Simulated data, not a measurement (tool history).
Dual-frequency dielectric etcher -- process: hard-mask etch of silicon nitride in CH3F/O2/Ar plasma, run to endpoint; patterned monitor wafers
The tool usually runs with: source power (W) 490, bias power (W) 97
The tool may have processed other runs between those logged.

| run | hour | source power (W) | bias power (W) | wafers since the last listed run | hours since the last wet clean | hours since the last source power generator calibration | hours since the last bias power generator calibration | hours since the last upper electrode change | incoming incoming film thickness, nm | endpoint time (s) |
|---|---|---|---|---|---|---|---|---|---|---|
| 1 | 0.0 | 520 | 89 | 0 | 23.4 | 2227.9 | 2774.2 | 3458.1 | 43.25 | 55.9 |
| 2 | 30.6 | 520 | 89 | 268 | 54.0 | 2258.5 | 2804.8 | 3488.7 | 43.45 | 55.8 |
| 3 | 58.3 | 520 | 89 | 242 | 81.7 | 2286.2 | 2832.5 | 3516.4 | 42.95 | 56.1 |
| 4 | 87.0 | 490 | 97 | 251 | 110.4 | 2314.9 | 2861.2 | 3545.1 | 43.15 | 55.6 |
| 5 | 112.4 | 490 | 97 | 222 | 135.8 | 2340.3 | 2886.6 | 3570.5 | 43.62 | 56.3 |
| 6 | 129.9 | 490 | 97 | 153 | 153.3 | 2357.8 | 2904.1 | 3588.0 | 43.49 | 56.4 |
| 7 | 143.5 | 490 | 82 | 119 | 166.9 | 2371.4 | 2917.7 | 3601.6 | 43.45 | 58.6 |
| 8 | 197.1 | 490 | 82 | 470 | 220.5 | 2425.0 | 2971.3 | 3655.2 | 43.30 | 59.1 |
| 9 | 214.5 | 490 | 82 | 152 | 237.9 | 2442.4 | 2988.7 | 3672.6 | 43.53 | 59.3 |
| 10 | 227.0 | 490 | 97 | 109 | 250.4 | 2454.9 | 3001.2 | 3685.1 | 43.54 | 56.4 |
| 11 | 249.8 | 490 | 97 | 199 | 273.2 | 2477.7 | 3024.0 | 3707.9 | 43.33 | 56.3 |
| 12 | 271.8 | 490 | 97 | 192 | 295.2 | 2499.7 | 3046.0 | 3729.9 | 43.69 | 56.3 |
| 13 | 306.4 | 490 | 97 | 303 | 329.8 | 2534.3 | 3080.6 | 3764.5 | 43.51 | 56.6 |
|  | 328.7 | bias power generator calibrated |
|  | 373.0 | source power generator calibrated |
|  | 399.9 | upper electrode replaced |
| 14 | 400.4 | 410 | 115 | 543 | 423.8 | 27.4 | 71.7 | 0.5 | 43.46 | 56.9 |
| 15 | 427.5 | 530 | 114 | 237 | 450.9 | 54.5 | 98.8 | 27.6 | 43.47 | 53.2 |
| 16 | 452.9 | 420 | 111 | 222 | 476.3 | 79.9 | 124.2 | 53.0 | 43.57 | 57.8 |
|  | 482.4 | wet clean of the chamber |
| 17 | 482.9 | 490 | 104 | 52 | 0.5 | 109.9 | 154.2 | 83.0 | 42.94 | 56.9 |
| 18 | 515.1 | 430 | 97 | 282 | 32.7 | 142.1 | 186.4 | 115.2 | 43.80 | 62.2 |
| 19 | 535.8 | 450 | 113 | 181 | 53.4 | 162.8 | 207.1 | 135.9 | 43.31 | 57.6 |
| 20 | 553.7 | 560 | 76 | 156 | 71.3 | 180.7 | 225.0 | 153.8 | 44.01 | 62.1 |
| 21 | 575.3 | 600 | 97 | 189 | 92.9 | 202.3 | 246.6 | 175.4 | 43.28 | 55.8 |
|  | 599.9 | wet clean of the chamber, repeated, since the last time left the tool worse |
| 22 | 600.4 | 490 | 105 | 9 | 0.5 | 227.4 | 271.7 | 200.5 | 43.52 | 53.8 |
| 23 | 619.8 | 540 | 97 | 170 | 19.9 | 246.8 | 291.1 | 219.9 | 43.56 | 54.0 |
| 24 | 639.8 | 490 | 97 | 175 | 39.9 | 266.8 | 311.1 | 239.9 | 43.79 | 55.9 |
| 25 | 662.7 | 520 | 89 | 200 | 62.8 | 289.7 | 334.0 | 262.8 | 43.41 | 55.6 |
| 26 | 681.8 | 490 | 97 | 167 | 81.9 | 308.8 | 353.1 | 281.9 | 43.50 | 55.2 |
| 27 | 715.7 | 490 | 74 | 297 | 115.8 | 342.7 | 387.0 | 315.8 | 43.49 | 60.0 |
| 28 | 739.0 | 540 | 117 | 204 | 139.1 | 366.0 | 410.3 | 339.1 | 44.00 | 52.0 |
| 29 | 774.2 | 490 | 97 | 308 | 174.3 | 401.2 | 445.5 | 374.3 | 42.99 | 55.3 |

Hidden state, per run?
source power that arrives over what is set, %: 0 in every run
bias power that arrives over what is set, %: 0 in every run
H1: etch rate over this chamber's usual, %
| run | H1 |
|---|---|
| 1 | -0.29 |
| 2 | -0.473 |
| 3 | -0.639 |
| 4 | -0.811 |
| 5 | -0.963 |
| 6 | -1.07 |
| 7 | -1.15 |
| 8 | -1.47 |
| 9 | -1.58 |
| 10 | -1.65 |
| 11 | -1.79 |
| 12 | -1.92 |
| 13 | -2.13 |
| 14 | -2.69 |
| 15 | -2.85 |
| 16 | -3 |
| 17 | -6.19 |
| 18 | -6.39 |
| 19 | -6.51 |
| 20 | -6.62 |
| 21 | -6.75 |
| 22 | 0.451 |
| 23 | 0.335 |
| 24 | 0.215 |
| 25 | 0.078 |
| 26 | -0.0365 |
| 27 | -0.24 |
| 28 | -0.379 |
| 29 | -0.59 |
